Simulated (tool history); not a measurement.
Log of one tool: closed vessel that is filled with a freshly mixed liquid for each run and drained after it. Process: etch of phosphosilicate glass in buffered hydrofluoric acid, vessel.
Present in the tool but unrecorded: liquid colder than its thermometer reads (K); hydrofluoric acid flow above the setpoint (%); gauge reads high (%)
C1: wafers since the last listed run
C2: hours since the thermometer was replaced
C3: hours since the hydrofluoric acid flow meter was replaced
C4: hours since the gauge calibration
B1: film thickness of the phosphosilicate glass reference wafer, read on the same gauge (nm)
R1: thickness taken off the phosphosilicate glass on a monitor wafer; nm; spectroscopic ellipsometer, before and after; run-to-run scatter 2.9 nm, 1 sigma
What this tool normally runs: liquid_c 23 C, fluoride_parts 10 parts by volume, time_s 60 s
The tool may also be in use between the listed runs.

{"run": 1, "day": 0.0, "liquid_c": 23, "fluoride_parts": 10, "time_s": 60, "C1": 0, "C2": 2400.8, "C3": 504.3, "C4": 2340.6, "B1": 59.99, "R1": 523.54}
{"run": 2, "day": 4.488, "liquid_c": 23, "fluoride_parts": 10, "time_s": 60, "C1": 7644, "C2": 2508.5, "C3": 612, "C4": 2448.3, "B1": 59.97, "R1": 527.12}
{"day": 4.529, "done": "gauge calibrated"}
{"day": 5.017, "done": "hydrofluoric acid flow meter replaced"}
{"run": 3, "day": 8.5, "liquid_c": 23, "fluoride_parts": 10, "time_s": 60, "C1": 6764, "C2": 2604.8, "C3": 83.6, "C4": 95.3, "B1": 60, "R1": 522.1}
{"day": 10.3, "done": "thermometer replaced"}
{"run": 4, "day": 11.717, "liquid_c": 23, "fluoride_parts": 10, "time_s": 60, "C1": 5408, "C2": 34, "C3": 160.8, "C4": 172.5, "B1": 60.02, "R1": 510.13}
{"run": 5, "day": 15.3, "liquid_c": 19.5, "fluoride_parts": 10, "time_s": 60, "C1": 6104, "C2": 120, "C3": 246.8, "C4": 258.5, "B1": 60, "R1": 416.34}
{"run": 6, "day": 17.508, "liquid_c": 23, "fluoride_parts": 10, "time_s": 60, "C1": 3761, "C2": 173, "C3": 299.8, "C4": 311.5, "B1": 59.96, "R1": 504.99}
{"run": 7, "day": 19.196, "liquid_c": 23, "fluoride_parts": 10, "time_s": 60, "C1": 2874, "C2": 213.5, "C3": 340.3, "C4": 352, "B1": 59.98, "R1": 508.8}
{"run": 8, "day": 21.542, "liquid_c": 23, "fluoride_parts": 10, "time_s": 60, "C1": 3996, "C2": 269.8, "C3": 396.6, "C4": 408.3, "B1": 60.01, "R1": 502.2}
{"run": 9, "day": 24.238, "liquid_c": 23, "fluoride_parts": 10, "time_s": 60, "C1": 4592, "C2": 334.5, "C3": 461.3, "C4": 473, "B1": 59.99, "R1": 509.32}
{"run": 10, "day": 27.096, "liquid_c": 23, "fluoride_parts": 10, "time_s": 60, "C1": 4869, "C2": 403.1, "C3": 529.9, "C4": 541.6, "B1": 60.02, "R1": 500.77}
{"run": 11, "day": 28.8, "liquid_c": 23, "fluoride_parts": 10, "time_s": 60, "C1": 2903, "C2": 444, "C3": 570.8, "C4": 582.5, "B1": 60.02, "R1": 510.46}
{"day": 30.696, "done": "thermometer replaced, repeated, since the last time left the tool worse"}
{"day": 32.375, "done": "hydrofluoric acid flow meter replaced"}
{"run": 12, "day": 32.658, "liquid_c": 23, "fluoride_parts": 10, "time_s": 60, "C1": 6430, "C2": 47.1, "C3": 6.8, "C4": 675.1, "B1": 59.99, "R1": 541.95}
{"run": 13, "day": 34.517, "liquid_c": 21.5, "fluoride_parts": 11.5, "time_s": 60, "C1": 3165, "C2": 91.7, "C3": 51.4, "C4": 719.7, "B1": 60.04, "R1": 431.23}
{"run": 14, "day": 36.679, "liquid_c": 23, "fluoride_parts": 10, "time_s": 60, "C1": 3683, "C2": 143.6, "C3": 103.3, "C4": 771.6, "B1": 60.01, "R1": 536.57}
{"run": 15, "day": 38.346, "liquid_c": 23, "fluoride_parts": 12.5, "time_s": 60, "C1": 2839, "C2": 183.6, "C3": 143.3, "C4": 811.6, "B1": 60.03, "R1": 436.6}
{"run": 16, "day": 42.729, "liquid_c": 19.5, "fluoride_parts": 13, "time_s": 60, "C1": 7467, "C2": 288.8, "C3": 248.5, "C4": 916.8, "B1": 59.99, "R1": 344.41}
{"run": 17, "day": 45.512, "liquid_c": 27.5, "fluoride_parts": 9, "time_s": 50, "C1": 4741, "C2": 355.6, "C3": 315.3, "C4": 983.6, "B1": 60.01, "R1": 606.9}
{"run": 18, "day": 49.467, "liquid_c": 23, "fluoride_parts": 13.5, "time_s": 35, "C1": 6736, "C2": 450.5, "C3": 410.2, "C4": 1078.5, "B1": 60.03, "R1": 234.23}
{"run": 19, "day": 51.246, "liquid_c": 27, "fluoride_parts": 11, "time_s": 60, "C1": 3030, "C2": 493.2, "C3": 452.9, "C4": 1121.2, "B1": 60.01, "R1": 609.12}
{"run": 20, "day": 53.296, "liquid_c": 21.5, "fluoride_parts": 6.5, "time_s": 50, "C1": 3492, "C2": 542.4, "C3": 502.1, "C4": 1170.4, "B1": 60.01, "R1": 613.5}
{"run": 21, "day": 57.179, "liquid_c": 19.5, "fluoride_parts": 10, "time_s": 60, "C1": 6615, "C2": 635.6, "C3": 595.3, "C4": 1263.6, "B1": 60.02, "R1": 440.66}
{"day": 59.704, "done": "hydrofluoric acid flow meter replaced"}
{"run": 22, "day": 65.279, "liquid_c": 26, "fluoride_parts": 10, "time_s": 95, "C1": 13727, "C2": 830, "C3": 133.8, "C4": 1458, "B1": 59.96, "R1": 998.7}
{"run": 23, "day": 66.896, "liquid_c": 24.5, "fluoride_parts": 7.5, "time_s": 85, "C1": 2754, "C2": 868.8, "C3": 172.6, "C4": 1496.8, "B1": 60.03, "R1": 1079.9}
{"run": 24, "day": 69.325, "liquid_c": 23, "fluoride_parts": 10, "time_s": 80, "C1": 4138, "C2": 927.1, "C3": 230.9, "C4": 1555.1, "B1": 60.01, "R1": 718.54}
{"run": 25, "day": 70.846, "liquid_c": 18.5, "fluoride_parts": 10, "time_s": 95, "C1": 2590, "C2": 963.6, "C3": 267.4, "C4": 1591.6, "B1": 60.01, "R1": 663.8}
{"run": 26, "day": 72.55, "liquid_c": 23, "fluoride_parts": 10, "time_s": 60, "C1": 2903, "C2": 1004.5, "C3": 308.3, "C4": 1632.5, "B1": 59.99, "R1": 530.38}
{"run": 27, "day": 74.312, "liquid_c": 19, "fluoride_parts": 8.5, "time_s": 35, "C1": 3002, "C2": 1046.8, "C3": 350.6, "C4": 1674.8, "B1": 59.99, "R1": 283.84}
{"run": 28, "day": 78.375, "liquid_c": 23, "fluoride_parts": 10, "time_s": 60, "C1": 6920, "C2": 1144.3, "C3": 448.1, "C4": 1772.3, "B1": 60.01, "R1": 531.05}
{"run": 29, "day": 82.554, "liquid_c": 23, "fluoride_parts": 11, "time_s": 60, "C1": 7119, "C2": 1244.6, "C3": 548.4, "C4": 1872.6, "B1": 60.04, "R1": 480.58}
{"run": 30, "day": 86.829, "liquid_c": 26, "fluoride_parts": 13, "time_s": 60, "C1": 7282, "C2": 1347.2, "C3": 651, "C4": 1975.2, "B1": 60, "R1": 487}
{"day": 89.112, "done": "hydrofluoric acid flow meter replaced"}
{"run": 31, "day": 89.738, "liquid_c": 20, "fluoride_parts": 8.5, "time_s": 75, "C1": 4883, "C2": 1417, "C3": 15, "C4": 2045, "B1": 59.97, "R1": 636.15}

What the log doesn't show, run by run:
hydrofluoric acid flow above the setpoint (%): 0 on each run
gauge reads high (%): 0 on each run
H1: liquid colder than its thermometer reads (K)
run=1 H1=0.543
run=2 H1=0.567
run=3 H1=0.588
run=4 H1=1.1
run=5 H1=1.12
run=6 H1=1.13
run=7 H1=1.14
run=8 H1=1.15
run=9 H1=1.16
run=10 H1=1.18
run=11 H1=1.19
run=12 H1=0.0507
run=13 H1=0.0606
run=14 H1=0.0722
run=15 H1=0.0811
run=16 H1=0.104
run=17 H1=0.119
run=18 H1=0.14
run=19 H1=0.15
run=20 H1=0.161
run=21 H1=0.182
run=22 H1=0.225
run=23 H1=0.234
run=24 H1=0.246
run=25 H1=0.255
run=26 H1=0.264
run=27 H1=0.273
run=28 H1=0.295
run=29 H1=0.317
run=30 H1=0.34
run=31 H1=0.355

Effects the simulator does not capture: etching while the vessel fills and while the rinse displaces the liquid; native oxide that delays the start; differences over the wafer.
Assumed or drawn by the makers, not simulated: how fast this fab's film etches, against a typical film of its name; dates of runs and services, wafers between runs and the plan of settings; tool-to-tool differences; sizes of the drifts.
